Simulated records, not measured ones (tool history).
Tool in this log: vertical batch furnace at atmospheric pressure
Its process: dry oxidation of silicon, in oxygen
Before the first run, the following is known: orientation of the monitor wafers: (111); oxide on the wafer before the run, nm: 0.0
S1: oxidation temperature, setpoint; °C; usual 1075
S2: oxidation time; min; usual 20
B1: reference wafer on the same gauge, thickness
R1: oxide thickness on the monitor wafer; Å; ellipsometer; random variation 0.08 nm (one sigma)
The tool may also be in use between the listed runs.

run 1 hour=0 | S1=1075 S2=15.5 | B1=59.18 | R1=474.8
run 2 hour=6.1 | S1=1075 S2=15.5 | B1=59.24 | R1=474.2
run 3 hour=22.9 | S1=1075 S2=15.5 | B1=59.2 | R1=473.3
run 4 hour=37.8 | S1=1075 S2=20 | B1=59.2 | R1=556.8
run 5 hour=54 | S1=1075 S2=20 | B1=59.21 | R1=557.3
run 6 hour=65.6 | S1=1075 S2=20 | B1=59.22 | R1=557.7
run 7 hour=108.1 | S1=1075 S2=20 | B1=59.23 | R1=557.2
run 8 hour=114.7 | S1=1075 S2=20 | B1=59.19 | R1=556.5
run 9 hour=126.5 | S1=1075 S2=20 | B1=59.18 | R1=557.8
run 10 hour=140.1 | S1=1075 S2=20 | B1=59.24 | R1=557.5
run 11 hour=154.7 | S1=1075 S2=20 | B1=59.2 | R1=556.5
run 12 hour=166.7 | S1=1075 S2=20 | B1=59.23 | R1=557.6
run 13 hour=178.4 | S1=1075 S2=20 | B1=59.21 | R1=557.8
run 14 hour=196.2 | S1=1075 S2=20 | B1=59.21 | R1=558.4
run 15 hour=202.7 | S1=1085 S2=20 | B1=59.2 | R1=602
run 16 hour=216.2 | S1=1085 S2=20 | B1=59.21 | R1=602.2
run 17 hour=233.1 | S1=1057 S2=20 | B1=59.16 | R1=490.6
run 18 hour=244.8 | S1=1057 S2=20 | B1=59.2 | R1=491.4
run 19 hour=255.2 | S1=1097 S2=25 | B1=59.21 | R1=753.8
run 20 hour=264.3 | S1=1075 S2=20 | B1=59.19 | R1=556.8
-- hour=264.8 gauge calibrated
-- hour=302.8 boat lift adjusted
run 21 hour=303.3 | S1=1075 S2=12 | B1=59.21 | R1=403.1
run 22 hour=307.1 | S1=1075 S2=20 | B1=59.21 | R1=557.6
run 23 hour=310.9 | S1=1090 S2=27 | B1=59.21 | R1=752.7
run 24 hour=316.2 | S1=1075 S2=23.5 | B1=59.24 | R1=616.9
-- hour=348.1 thermocouples replaced and temperature profile calibrated
run 25 hour=348.6 | S1=1057 S2=17.5 | B1=59.19 | R1=436.9
run 26 hour=352.4 | S1=1059 S2=25 | B1=59.23 | R1=555.9
run 27 hour=363.6 | S1=1075 S2=15 | B1=59.23 | R1=447.4
run 28 hour=377.1 | S1=1075 S2=20 | B1=59.21 | R1=536.2
run 29 hour=394.8 | S1=1059 S2=25 | B1=59.21 | R1=558.2
run 30 hour=401.4 | S1=1075 S2=20 | B1=59.24 | R1=538.4
run 31 hour=413.6 | S1=1090 S2=28 | B1=59.2 | R1=744.2

Run 32 is up next; what results do you expect?
run 32 hour=425.9 | S1=1075 S2=20 | B1=? | R1=?

B1: 59.19
R1: 538.6 Å
With the hidden condition absent and the run-to-run variation left alone, this run would have shown R1 536.1 Å.
